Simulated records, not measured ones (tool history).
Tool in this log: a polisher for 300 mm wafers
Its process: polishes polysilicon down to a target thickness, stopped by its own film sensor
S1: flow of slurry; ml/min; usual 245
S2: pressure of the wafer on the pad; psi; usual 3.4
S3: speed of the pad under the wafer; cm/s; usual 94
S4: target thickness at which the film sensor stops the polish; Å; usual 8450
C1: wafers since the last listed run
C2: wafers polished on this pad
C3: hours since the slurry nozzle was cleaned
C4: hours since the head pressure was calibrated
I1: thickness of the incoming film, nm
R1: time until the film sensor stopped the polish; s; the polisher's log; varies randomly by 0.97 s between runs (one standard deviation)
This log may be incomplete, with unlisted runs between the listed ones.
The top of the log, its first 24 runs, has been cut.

| run | hour | S1 | S2 | S3 | S4 | C1 | C2 | C3 | C4 | I1 | R1 |
|---|---|---|---|---|---|---|---|---|---|---|---|
| 25 | 601.2 | 220 | 3.4 | 74 | 9150 | 344 | 1814 | 186.3 | 39.7 | 1291.3 | 61.6 |
| 26 | 625 | 215 | 2.9 | 78 | 9240 | 397 | 2212 | 210.1 | 63.5 | 1280.1 | 65.9 |
|  | 672.2 | worn pad replaced by a new one |
| 27 | 730.7 | 245 | 3.4 | 94 | 8450 | 1699 | 977 | 315.8 | 169.2 | 1314.8 | 63.7 |
| 28 | 761.1 | 160 | 2.4 | 110 | 9900 | 507 | 1485 | 346.2 | 199.6 | 1307.9 | 50.4 |
| 29 | 791.5 | 280 | 2.5 | 94 | 8900 | 507 | 1993 | 376.6 | 230 | 1289 | 65.3 |
| 30 | 823.6 | 300 | 3.4 | 120 | 8450 | 536 | 2530 | 408.7 | 262.1 | 1284.6 | 45.2 |
| 31 | 842.6 | 245 | 3.4 | 84 | 8450 | 317 | 2847 | 427.7 | 281.1 | 1298.2 | 69 |
|  | 850.7 | worn pad replaced by a new one |
| 32 | 877.7 | 245 | 3.4 | 94 | 8450 | 519 | 451 | 462.8 | 316.2 | 1300.4 | 61.4 |
| 33 | 893.5 | 245 | 3.4 | 106 | 6940 | 263 | 715 | 478.6 | 332 | 1287.8 | 72.3 |

Estimate the outcome of run 34 from the log above:
| 34 | 912.2 | 245 | 3.4 | 94 | 8450 | 312 | 1028 | 497.3 | 350.7 | 1287.8 | ? |

R1: 60.5 s
With the hidden condition absent and the run-to-run variation left alone, this run would have shown R1 57 s.

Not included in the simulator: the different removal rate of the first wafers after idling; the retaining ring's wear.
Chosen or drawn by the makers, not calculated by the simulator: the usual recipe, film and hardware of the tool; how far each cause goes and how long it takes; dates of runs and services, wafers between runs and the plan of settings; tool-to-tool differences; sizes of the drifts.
